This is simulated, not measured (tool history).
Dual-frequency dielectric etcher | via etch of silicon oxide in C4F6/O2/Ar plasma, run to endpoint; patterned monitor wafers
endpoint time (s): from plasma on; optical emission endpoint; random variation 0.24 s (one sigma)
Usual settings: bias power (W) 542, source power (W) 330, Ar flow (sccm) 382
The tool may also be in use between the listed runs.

| run | day | bias power (W) | source power (W) | Ar flow (sccm) | wafers since the last listed run | hours since the last wet clean | hours since the last bias power generator calibration | hours since the last source power generator calibration | hours since the last Ar flow controller change | hours since the last upper electrode change | incoming incoming film thickness, nm | endpoint time (s) |
|---|---|---|---|---|---|---|---|---|---|---|---|---|
| 1 | 0 | 542 | 330 | 382 | 0 | 516.9 | 4766.5 | 2243.9 | 3036.4 | 5701.7 | 200.7 | 45.3 |
| 2 | 0.267 | 542 | 330 | 382 | 62 | 523.3 | 4772.9 | 2250.3 | 3042.8 | 5708.1 | 202 | 45.7 |
| 3 | 0.558 | 542 | 350 | 382 | 68 | 530.3 | 4779.9 | 2257.3 | 3049.8 | 5715.1 | 201 | 44.8 |
| 4 | 0.829 | 542 | 350 | 382 | 63 | 536.8 | 4786.4 | 2263.8 | 3056.3 | 5721.6 | 200.1 | 43.8 |
| 5 | 1.429 | 542 | 350 | 382 | 141 | 551.2 | 4800.8 | 2278.2 | 3070.7 | 5736 | 199.5 | 43.5 |
| 6 | 2.088 | 542 | 330 | 382 | 155 | 567 | 4816.6 | 2294 | 3086.5 | 5751.8 | 199.9 | 45.3 |
| 7 | 2.442 | 542 | 330 | 382 | 83 | 575.5 | 4825.1 | 2302.5 | 3095 | 5760.3 | 203.4 | 45.5 |
| 8 | 2.917 | 542 | 330 | 382 | 111 | 586.9 | 4836.5 | 2313.9 | 3106.4 | 5771.7 | 202.7 | 44.8 |
| 9 | 3.621 | 542 | 330 | 382 | 165 | 603.8 | 4853.4 | 2330.8 | 3123.3 | 5788.6 | 203.1 | 45.2 |
| 10 | 4.35 | 542 | 330 | 382 | 171 | 621.3 | 4870.9 | 2348.3 | 3140.8 | 5806.1 | 201.6 | 44.8 |
|  | 4.75 | Ar flow controller replaced |
|  | 5.067 | source power generator calibrated |
|  | 5.625 | wet clean of the chamber |
|  | 6.308 | upper electrode replaced |
| 11 | 6.329 | 542 | 330 | 382 | 75 | 16.9 | 4918.4 | 30.3 | 37.9 | 0.5 | 201.1 | 47.9 |
| 12 | 6.342 | 542 | 330 | 382 | 2 | 17.2 | 4918.7 | 30.6 | 38.2 | 0.8 | 200.7 | 48 |
|  | 6.612 | bias power generator calibrated |
| 13 | 6.846 | 542 | 330 | 382 | 79 | 29.3 | 5.6 | 42.7 | 50.3 | 12.9 | 201 | 47.6 |
| 14 | 7.188 | 491 | 260 | 306 | 80 | 37.5 | 13.8 | 50.9 | 58.5 | 21.1 | 202.1 | 52.2 |
| 15 | 7.771 | 542 | 330 | 382 | 137 | 51.5 | 27.8 | 64.9 | 72.5 | 35.1 | 202.1 | 47.5 |
| 16 | 8.346 | 434 | 400 | 425 | 135 | 65.3 | 41.6 | 78.7 | 86.3 | 48.9 | 200.2 | 47.3 |
| 17 | 8.971 | 542 | 330 | 382 | 147 | 80.3 | 56.6 | 93.7 | 101.3 | 63.9 | 202.8 | 47.8 |
| 18 | 9.258 | 583 | 330 | 382 | 67 | 87.2 | 63.5 | 100.6 | 108.2 | 70.8 | 202.3 | 47.1 |
| 19 | 9.546 | 542 | 400 | 353 | 67 | 94.1 | 70.4 | 107.5 | 115.1 | 77.7 | 202.9 | 44.4 |
| 20 | 9.942 | 484 | 300 | 382 | 93 | 103.6 | 79.9 | 117 | 124.6 | 87.2 | 202.6 | 51 |
| 21 | 10.342 | 588 | 330 | 468 | 94 | 113.2 | 89.5 | 126.6 | 134.2 | 96.8 | 203.2 | 47.9 |
| 22 | 10.646 | 542 | 370 | 304 | 71 | 120.5 | 96.8 | 133.9 | 141.5 | 104.1 | 200.2 | 44.2 |
| 23 | 11.067 | 542 | 370 | 382 | 99 | 130.6 | 106.9 | 144 | 151.6 | 114.2 | 200.7 | 45.6 |
| 24 | 11.404 | 588 | 330 | 468 | 79 | 138.7 | 115 | 152.1 | 159.7 | 122.3 | 201.5 | 47.2 |
| 25 | 12.092 | 490 | 270 | 382 | 161 | 155.2 | 131.5 | 168.6 | 176.2 | 138.8 | 203.9 | 52.8 |

How the hidden state differs across the entries between the runs, from the last listed run before each to the first after it:
Between runs 10 and 11: Ar flow controller replaced (day 4.75); source power generator calibrated (day 5.067); wet clean of the chamber (day 5.625); upper electrode replaced (day 6.308)
  etch rate over this chamber's usual, %: 6.16 -> -0.505
  measured less the result without the state, endpoint time (s): -2.8 -> +0.3
Between runs 12 and 13: bias power generator calibrated (day 6.612)
  etch rate over this chamber's usual, %: -0.502 -> -0.394
  measured less the result without the state, endpoint time (s): +0.2 -> +0.2
